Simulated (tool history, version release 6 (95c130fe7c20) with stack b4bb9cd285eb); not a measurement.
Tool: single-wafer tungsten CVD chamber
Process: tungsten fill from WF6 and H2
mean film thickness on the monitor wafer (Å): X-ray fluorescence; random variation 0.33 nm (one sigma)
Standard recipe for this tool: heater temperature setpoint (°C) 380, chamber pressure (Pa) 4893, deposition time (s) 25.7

run	hour	heater temperature setpoint (°C)	chamber pressure (Pa)	deposition time (s)	read-back reference wafer on the same gauge, thickness_nm	mean film thickness on the monitor wafer (Å)
1	0.0	380	4893	25.7	52.937	587.25
2	17.2	380	4893	25.7	52.928	591.32
3	33.1	380	4893	25.7	52.957	584.52
4	76.5	380	4893	25.7	52.888	591.20
5	90.8	380	4893	25.7	52.877	591.97
6	108.0	380	4893	25.7	52.911	581.72
7	123.0	380	4893	25.7	52.912	588.30
8	148.9	380	4893	25.7	52.821	590.51
9	165.7	380	4893	25.7	52.924	585.63
10	169.1	380	4893	25.7	52.931	586.23
11	186.8	380	4893	25.7	52.850	586.19
12	199.2	380	4893	25.7	52.886	581.02
13	209.6	391	5466	25.7	52.890	785.62
14	231.2	380	5413	29.8	52.972	700.75
15	233.5	380	4893	25.7	52.894	588.90
16	244.0	376	4893	25.7	52.945	535.73
17	253.0	380	4893	25.7	52.941	589.28
18	264.1	380	4893	25.7	52.860	593.62
19	297.7	380	4893	25.7	53.033	584.73
20	304.6	391	5253	21.6	52.977	647.89
21	316.4	380	4893	23.0	52.862	526.76
22	334.0	380	4893	25.7	52.842	591.10
23	345.2	386	4253	30.5	52.924	756.57
24	357.1	368	3946	23.4	52.898	375.25
25	363.4	371	4026	23.8	52.910	415.72
26	376.0	371	4586	22.0	52.891	400.28
27	388.4	380	4893	25.7	52.812	588.03
28	425.3	380	4893	25.7	52.898	591.69
29	435.3	380	4893	25.7	52.925	590.36
30	453.3	380	4253	29.8	52.875	658.35
31	467.0	380	4893	25.7	52.884	590.05
32	479.0	393	5346	21.2	52.919	666.77
33	490.1	367	5333	25.7	52.954	446.05

Between the runs listed above, the log contained 4 entries, not reproduced here. Where in the sequence does each belong, and how does what the log doesn't record of the tool's condition differ from the listed run before to the listed run after?
In the gap between runs 7 and 8: thermocouple changed; heater temperature recalibrated (hour 135.2)
  nothing in the hidden state changes from one run to the other
In the gap between runs 8 and 9: showerhead replaced (hour 165.2)
  nothing in the hidden state changes from one run to the other
In the gap between runs 13 and 14: gauge calibrated (hour 220.1); capacitance manometer re-zeroed and calibrated (hour 230.7)
  nothing in the hidden state changes from one run to the other

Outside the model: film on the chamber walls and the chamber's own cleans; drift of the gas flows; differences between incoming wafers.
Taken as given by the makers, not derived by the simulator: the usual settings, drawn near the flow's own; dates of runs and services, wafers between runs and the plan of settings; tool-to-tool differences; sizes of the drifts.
